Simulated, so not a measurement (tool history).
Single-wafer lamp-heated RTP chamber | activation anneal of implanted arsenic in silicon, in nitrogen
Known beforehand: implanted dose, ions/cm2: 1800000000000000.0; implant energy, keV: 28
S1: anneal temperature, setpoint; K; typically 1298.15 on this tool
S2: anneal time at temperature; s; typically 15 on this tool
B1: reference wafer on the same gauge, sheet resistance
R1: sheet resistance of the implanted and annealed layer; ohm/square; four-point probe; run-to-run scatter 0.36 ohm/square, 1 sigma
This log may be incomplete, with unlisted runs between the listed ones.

run 1 day=0 | S1=1281.15 S2=18 | B1=91.12 | R1=91.89
run 2 day=1.271 | S1=1281.15 S2=18 | B1=91.17 | R1=92.19
run 3 day=2.483 | S1=1281.15 S2=18 | B1=91.07 | R1=91.55
-- day=4.892 pyrometer window cleaned and pyrometer calibrated
-- day=5.167 reflector plate cleaned
run 4 day=5.321 | S1=1285.15 S2=21 | B1=91.19 | R1=86.5
run 5 day=7.054 | S1=1285.15 S2=21 | B1=91.04 | R1=86.24
run 6 day=8.117 | S1=1285.15 S2=21 | B1=90.96 | R1=86.15
run 7 day=9.779 | S1=1315.15 S2=15 | B1=90.99 | R1=81.08
-- day=10.275 pyrometer window cleaned and pyrometer calibrated, repeated, since the last time left the tool worse
run 8 day=11.696 | S1=1298.15 S2=13 | B1=91.2 | R1=91.12
-- day=12.938 gauge calibrated
run 9 day=14.179 | S1=1327.15 S2=15 | B1=91.15 | R1=81.4
run 10 day=16.142 | S1=1298.15 S2=15 | B1=90.89 | R1=88.15
-- day=18.321 pyrometer window cleaned and pyrometer calibrated
run 11 day=18.883 | S1=1276.15 S2=7 | B1=91.13 | R1=101.94
run 12 day=19.996 | S1=1310.15 S2=19 | B1=91.18 | R1=83.74
-- day=20.817 reflector plate cleaned
run 13 day=21.733 | S1=1289.15 S2=23 | B1=91.13 | R1=87.1
run 14 day=22.738 | S1=1310.15 S2=19 | B1=91.28 | R1=83.21
run 15 day=25.471 | S1=1298.15 S2=15 | B1=91.11 | R1=87.78
-- day=26.662 pyrometer window cleaned and pyrometer calibrated
run 16 day=28.092 | S1=1318.15 S2=15 | B1=91.04 | R1=84.06

Alternative continuations, all from the tool just after run 16; predict every row:
run A day=28.108 | S1=1298.15 S2=15 | B1=? | R1=?
run B day=28.108 | S1=1281.15 S2=23 | B1=? | R1=?
run C day=28.108 | S1=1282.15 S2=9 | B1=? | R1=?
run D day=28.108 | S1=1312.15 S2=15 | B1=? | R1=?
run E day=28.108 | S1=1298.15 S2=7 | B1=? | R1=?

run=A B1=91.08 R1=89.42
run=B B1=91.08 R1=89.97
run=C B1=91.08 R1=97.97
run=D B1=91.08 R1=85.68
run=E B1=91.08 R1=96.03
Stripped of hidden state, with their random variation kept, the same runs would have yielded:
run=A R1=89.62
run=B R1=90.19
run=C R1=98.16
run=D R1=85.89
run=E R1=96.22

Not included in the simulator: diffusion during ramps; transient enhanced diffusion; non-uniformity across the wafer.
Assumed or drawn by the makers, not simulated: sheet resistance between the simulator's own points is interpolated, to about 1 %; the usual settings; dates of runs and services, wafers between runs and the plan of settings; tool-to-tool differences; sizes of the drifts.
